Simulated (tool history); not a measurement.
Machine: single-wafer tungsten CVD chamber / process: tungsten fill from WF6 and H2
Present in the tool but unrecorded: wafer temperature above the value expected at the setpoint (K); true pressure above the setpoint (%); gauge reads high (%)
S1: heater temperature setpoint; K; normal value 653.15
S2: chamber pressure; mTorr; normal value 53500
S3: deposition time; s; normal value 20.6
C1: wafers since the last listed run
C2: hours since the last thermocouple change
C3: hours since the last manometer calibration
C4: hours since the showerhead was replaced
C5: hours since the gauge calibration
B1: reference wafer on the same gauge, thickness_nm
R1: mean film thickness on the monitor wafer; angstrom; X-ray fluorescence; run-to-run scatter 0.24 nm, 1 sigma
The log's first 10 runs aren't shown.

run	hour	S1	S2	S3	C1	C2	C3	C4	C5	B1	R1
11	705.4	653.15	53500	20.6	2181	1246.6	608.0	2454.5	1676.9	54.382	556.25
# hour 741.3: thermocouple changed; heater temperature recalibrated
12	809.7	653.15	53500	20.6	4305	68.4	712.3	2558.8	1781.2	54.452	563.07
13	854.0	653.15	53500	20.6	1980	112.7	756.6	2603.1	1825.5	54.417	560.46
14	948.7	663.15	53500	20.6	4234	207.4	851.3	2697.8	1920.2	54.422	687.75
15	985.3	663.15	53500	20.6	1636	244.0	887.9	2734.4	1956.8	54.393	693.72
16	1024.4	663.15	53500	20.6	1748	283.1	927.0	2773.5	1995.9	54.361	693.23
17	1065.5	653.15	53500	17.1	1837	324.2	968.1	2814.6	2037.0	54.448	463.66
# hour 1099.6: showerhead replaced
18	1248.2	661.15	64100	19.5	7810	506.9	1150.8	148.6	2219.7	54.386	697.18
19	1325.0	653.15	53500	24.6	3433	583.7	1227.6	225.4	2296.5	54.506	667.02
# hour 1359.9: capacitance manometer re-zeroed and calibrated
20	1388.2	653.15	57900	20.6	2467	646.9	28.3	288.6	2359.7	54.390	581.93
21	1462.2	639.15	64400	23.8	3308	720.9	102.3	362.6	2433.7	54.360	525.42
# hour 1519.5: gauge calibrated
22	1567.0	653.15	53500	20.6	4685	825.7	207.1	467.4	47.5	54.407	557.23
23	1673.6	653.15	64100	17.2	4766	932.3	313.7	574.0	154.1	54.467	515.80
24	1730.7	657.15	53500	20.6	2552	989.4	370.8	631.1	211.2	54.352	604.65
25	1793.4	653.15	44100	20.6	2803	1052.1	433.5	693.8	273.9	54.345	485.83
26	1900.3	653.15	53500	20.6	4779	1159.0	540.4	800.7	380.8	54.416	549.90
27	1953.5	664.15	47300	23.1	2378	1212.2	593.6	853.9	434.0	54.378	724.09

Run 28 comes next. What will it give?
28	2038.0	653.15	53500	20.6	3777	1296.7	678.1	938.4	518.5	?	?

B1: 54.358
R1: 551.77 angstrom
On a tool with no hidden condition, and with the same random variation, this run would have come out at R1 562.42 angstrom.
